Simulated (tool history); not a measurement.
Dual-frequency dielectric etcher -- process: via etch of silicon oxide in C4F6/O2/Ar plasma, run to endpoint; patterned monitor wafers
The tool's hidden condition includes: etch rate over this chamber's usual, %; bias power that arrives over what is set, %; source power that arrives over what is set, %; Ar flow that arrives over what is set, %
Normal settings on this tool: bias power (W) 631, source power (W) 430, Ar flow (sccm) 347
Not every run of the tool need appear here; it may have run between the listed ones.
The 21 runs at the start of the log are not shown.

run	day	bias power (W)	source power (W)	Ar flow (sccm)	wafers since the last listed run	hours since the last wet clean	hours since the last bias power generator calibration	hours since the last source power generator calibration	hours since the last Ar flow controller change	hours since the last upper electrode change	incoming incoming film thickness, nm	endpoint time (s)
22	11.262	787	470	393	163	183.2	326.9	70.1	352.8	225.5	67.0	12.9
23	11.592	551	460	414	143	191.1	334.8	78.0	360.7	233.4	67.1	14.5
24	12.075	631	430	347	211	202.7	346.4	89.6	372.3	245.0	66.7	14.0
25	12.358	631	430	407	123	209.5	353.2	96.4	379.1	251.8	67.1	14.0
26	12.725	631	430	347	160	218.3	362.0	105.2	387.9	260.6	66.9	13.8
27	13.138	631	430	407	180	228.2	371.9	115.1	397.8	270.5	66.7	14.1
28	13.821	671	430	312	298	244.6	388.3	131.5	414.2	286.9	67.2	13.6
29	14.392	519	400	399	249	258.3	402.0	145.2	427.9	300.6	67.5	15.2
30	15.025	631	480	295	276	273.5	417.2	160.4	443.1	315.8	66.5	13.3

Branching from run 30: 3 alternative next runs. What would each branch give?
A	15.042	631	430	347	7	273.9	417.6	160.8	443.5	316.2	67.0	?
B	15.042	551	360	347	7	273.9	417.6	160.8	443.5	316.2	67.0	?
C	15.042	713	430	370	7	273.9	417.6	160.8	443.5	316.2	67.0	?

run	endpoint time (s)
A	13.8
B	15.0
C	13.4
What these runs would have given with no unlogged condition in the tool:
run	endpoint time (s)
A	14.2
B	15.5
C	13.8

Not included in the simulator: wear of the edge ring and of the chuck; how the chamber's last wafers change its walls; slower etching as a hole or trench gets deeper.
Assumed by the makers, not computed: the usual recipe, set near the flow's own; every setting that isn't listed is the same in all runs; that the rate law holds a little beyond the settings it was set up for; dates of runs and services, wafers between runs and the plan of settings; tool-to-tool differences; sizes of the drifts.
